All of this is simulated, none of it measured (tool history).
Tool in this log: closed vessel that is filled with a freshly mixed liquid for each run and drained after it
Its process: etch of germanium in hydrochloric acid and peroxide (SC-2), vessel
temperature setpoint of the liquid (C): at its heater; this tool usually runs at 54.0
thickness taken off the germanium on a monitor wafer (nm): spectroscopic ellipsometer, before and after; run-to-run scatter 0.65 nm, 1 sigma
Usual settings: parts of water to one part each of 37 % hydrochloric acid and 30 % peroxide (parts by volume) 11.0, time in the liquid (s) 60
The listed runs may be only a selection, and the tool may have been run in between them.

| run | day | temperature setpoint of the liquid (C) | parts of water to one part each of 37 % hydrochloric acid and 30 % peroxide (parts by volume) | time in the liquid (s) | wafers since the last listed run | hours since the thermometer was replaced | hours since the chemicals flow meter was replaced | hours since the drum of peroxide was connected | hours since the gauge calibration | read-back film thickness of the germanium reference wafer, read on the same gauge (nm) | thickness taken off the germanium on a monitor wafer (nm) |
|---|---|---|---|---|---|---|---|---|---|---|---|
| 1 | 0.000 | 54.0 | 11.0 | 60 | 0 | 21.7 | 670.2 | 420.5 | 840.8 | 129.99 | 163.75 |
| 2 | 2.146 | 54.0 | 11.0 | 60 | 4033 | 73.2 | 721.7 | 472.0 | 892.3 | 130.01 | 163.52 |
| 3 | 4.317 | 54.0 | 11.0 | 60 | 4080 | 125.3 | 773.8 | 524.1 | 944.4 | 130.02 | 164.66 |
| 4 | 5.979 | 54.0 | 11.0 | 60 | 3125 | 165.2 | 813.7 | 564.0 | 984.3 | 130.01 | 165.70 |
|  | 7.133 | chemicals flow meter replaced |
| 5 | 8.912 | 54.0 | 15.0 | 60 | 5435 | 235.6 | 42.7 | 634.4 | 1054.7 | 129.95 | 158.26 |
| 6 | 12.112 | 54.0 | 13.0 | 60 | 6015 | 312.4 | 119.5 | 711.2 | 1131.5 | 130.01 | 163.37 |
| 7 | 13.821 | 54.0 | 16.0 | 80 | 3211 | 353.4 | 160.5 | 752.2 | 1172.5 | 130.01 | 210.86 |
| 8 | 18.217 | 54.0 | 11.0 | 60 | 8263 | 458.9 | 266.0 | 857.7 | 1278.0 | 130.00 | 167.53 |
|  | 24.029 | new drum of peroxide connected |
| 9 | 28.492 | 54.0 | 11.0 | 60 | 19236 | 705.5 | 512.6 | 107.1 | 1524.6 | 130.01 | 171.39 |
| 10 | 32.438 | 54.0 | 15.5 | 90 | 7417 | 800.2 | 607.3 | 201.8 | 1619.3 | 129.98 | 246.25 |
|  | 35.283 | thermometer replaced |
|  | 38.696 | chemicals flow meter replaced |
| 11 | 41.600 | 54.0 | 11.0 | 60 | 17066 | 151.6 | 69.7 | 421.7 | 1839.2 | 130.01 | 165.86 |
| 12 | 44.996 | 54.0 | 11.0 | 90 | 6383 | 233.1 | 151.2 | 503.2 | 1920.7 | 130.02 | 249.47 |
| 13 | 49.154 | 62.0 | 11.0 | 50 | 7816 | 332.9 | 251.0 | 603.0 | 2020.5 | 129.94 | 175.15 |
| 14 | 53.112 | 47.5 | 11.0 | 60 | 7440 | 427.9 | 346.0 | 698.0 | 2115.5 | 130.03 | 138.50 |
| 15 | 54.800 | 54.0 | 11.0 | 60 | 3172 | 468.4 | 386.5 | 738.5 | 2156.0 | 130.01 | 169.83 |
| 16 | 57.088 | 54.0 | 15.5 | 90 | 4299 | 523.3 | 441.4 | 793.4 | 2210.9 | 129.98 | 242.43 |
|  | 57.154 | gauge calibrated |
| 17 | 60.071 | 54.0 | 8.0 | 40 | 5607 | 594.9 | 513.0 | 865.0 | 70.0 | 130.02 | 116.86 |
|  | 62.871 | thermometer replaced |
| 18 | 63.650 | 46.0 | 13.0 | 45 | 6649 | 18.7 | 598.9 | 950.9 | 155.9 | 129.98 | 92.94 |
| 19 | 67.692 | 54.0 | 14.5 | 60 | 7597 | 115.7 | 695.9 | 1047.9 | 252.9 | 130.00 | 158.72 |
| 20 | 69.800 | 48.0 | 9.0 | 75 | 3963 | 166.3 | 746.5 | 1098.5 | 303.5 | 129.99 | 174.98 |
| 21 | 72.858 | 51.5 | 9.5 | 85 | 5748 | 239.7 | 819.9 | 1171.9 | 376.9 | 130.02 | 220.08 |
|  | 73.758 | chemicals flow meter replaced |
| 22 | 75.212 | 54.0 | 6.0 | 60 | 4346 | 296.2 | 34.9 | 1228.4 | 433.4 | 129.97 | 175.13 |
|  | 77.196 | new drum of peroxide connected |
| 23 | 78.171 | 50.5 | 8.5 | 60 | 5482 | 367.2 | 105.9 | 23.4 | 504.4 | 129.98 | 154.15 |
| 24 | 80.504 | 54.0 | 11.0 | 60 | 4386 | 423.2 | 161.9 | 79.4 | 560.4 | 129.99 | 167.87 |
| 25 | 83.929 | 63.0 | 11.0 | 60 | 6438 | 505.4 | 244.1 | 161.6 | 642.6 | 130.01 | 219.34 |
| 26 | 85.800 | 54.0 | 11.0 | 60 | 3516 | 550.3 | 289.0 | 206.5 | 687.5 | 129.98 | 170.09 |
| 27 | 89.075 | 54.0 | 9.0 | 30 | 6156 | 628.9 | 367.6 | 285.1 | 766.1 | 129.95 | 86.65 |
|  | 91.583 | thermometer replaced |
| 28 | 91.658 | 54.0 | 6.5 | 40 | 4777 | 1.8 | 429.6 | 347.1 | 828.1 | 129.95 | 113.40 |
| 29 | 94.383 | 61.0 | 6.0 | 80 | 5122 | 67.2 | 495.0 | 412.5 | 893.5 | 130.02 | 283.83 |

How would selected steps in thickness taken off the germanium on a monitor wafer (nm) from run to run divide? Give the signed amount a tool lacking its hidden state would still show from settings, what came in and random variation, and the signed amount left for the hidden state, including any gauge scatter that is not in both of the compared results.
What the log doesn't record here: liquid hotter than its thermometer reads (K); chemicals flow above the setpoint (%); peroxide weaker than its label (%); gauge reads high (%).
Run 10 -> 11: parts of water to one part each of 37 % hydrochloric acid and 30 % peroxide (parts by volume) 15.5 -> 11.0, time in the liquid (s) 90 -> 60, thermometer replaced, chemicals flow meter replaced. thickness taken off the germanium on a monitor wafer (nm) -80.39: hidden state -11.30, all else -69.09.
Run 16 -> 17: parts of water to one part each of 37 % hydrochloric acid and 30 % peroxide (parts by volume) 15.5 -> 8.0, time in the liquid (s) 90 -> 40, gauge calibrated. thickness taken off the germanium on a monitor wafer (nm) -125.57: hidden state -5.08, all else -120.49.
Run 17 -> 18: temperature setpoint of the liquid (C) 54.0 -> 46.0, parts of water to one part each of 37 % hydrochloric acid and 30 % peroxide (parts by volume) 8.0 -> 13.0, time in the liquid (s) 40 -> 45, thermometer replaced. thickness taken off the germanium on a monitor wafer (nm) -23.92: hidden state -5.47, all else -18.45.
Run 28 -> 29: temperature setpoint of the liquid (C) 54.0 -> 61.0, parts of water to one part each of 37 % hydrochloric acid and 30 % peroxide (parts by volume) 6.5 -> 6.0, time in the liquid (s) 40 -> 80. thickness taken off the germanium on a monitor wafer (nm) +170.43: hidden state +2.80, all else +167.63.

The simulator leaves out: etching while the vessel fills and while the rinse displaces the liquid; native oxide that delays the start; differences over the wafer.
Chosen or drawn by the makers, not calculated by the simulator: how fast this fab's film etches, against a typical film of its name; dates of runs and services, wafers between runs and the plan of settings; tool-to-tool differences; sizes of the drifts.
